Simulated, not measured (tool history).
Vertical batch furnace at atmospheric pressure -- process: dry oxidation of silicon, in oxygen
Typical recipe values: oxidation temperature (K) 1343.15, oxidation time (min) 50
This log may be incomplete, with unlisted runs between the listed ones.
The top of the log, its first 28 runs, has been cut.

run    hour  oxidation temperature (K)  oxidation time (min)  wafers since the last listed run  hours since the last temperature calibration  hours since the boat lift was adjusted  hours since the gauge calibration  read-back reference wafer on the same gauge, thickness  oxide thickness on the monitor wafer (nm)
 29  1601.5                    1324.15                  43.5                               286                                         950.1                                  1042.5                              932.4                                                   90.96                                      85.49
 30  1650.6                    1323.15                    68                               543                                         999.2                                  1091.6                              981.5                                                   91.06                                     106.43
 31  1678.6                    1343.15                  64.5                               309                                        1027.2                                  1119.6                             1009.5                                                   90.98                                     114.09
 32  1745.2                    1343.15                    50                               736                                        1093.8                                  1186.2                             1076.1                                                   90.92                                      99.77
 33  1799.8                    1328.15                    31                               603                                        1148.4                                  1240.8                             1130.7                                                   90.99                                       74.8
 34  1837.1                    1343.15                    50                               412                                        1185.7                                  1278.1                               1168                                                   90.98                                      99.63
 35  1866.6                    1367.15                  71.5                               326                                        1215.2                                  1307.6                             1197.5                                                   90.89                                     135.41
 36    1907                    1343.15                    50                               446                                        1255.6                                    1348                             1237.9                                                   90.97                                     100.48
 37    1956                    1359.15                  36.5                               542                                        1304.6                                    1397                             1286.9                                                      91                                         92
 38  2017.8                    1343.15                    50                               683                                        1366.4                                  1458.8                             1348.7                                                   90.99                                      99.49
 39  2066.4                    1343.15                  67.5                               537                                          1415                                  1507.4                             1397.3                                                   91.05                                     115.23

4 ways to go on from here, each from the tool as it stands after run 39. What would each give?
  A  2071.1                    1343.15                    50                                51                                        1419.7                                  1512.1                               1402                                                       ?                                          ?
  B  2071.1                    1362.15                  56.5                                51                                        1419.7                                  1512.1                               1402                                                       ?                                          ?
  C  2071.1                    1330.15                    50                                51                                        1419.7                                  1512.1                               1402                                                       ?                                          ?
  D  2071.1                    1321.15                    50                                51                                        1419.7                                  1512.1                               1402                                                       ?                                          ?

run  read-back reference wafer on the same gauge, thickness  oxide thickness on the monitor wafer (nm)
  A                                                   91.02                                      99.99
  B                                                   91.02                                     117.13
  C                                                   91.02                                      94.22
  D                                                   91.02                                      90.61
What these runs would have given with no unlogged condition in the tool:
run  oxide thickness on the monitor wafer (nm)
  A                                     101.18
  B                                     118.72
  C                                      95.27
  D                                      91.58
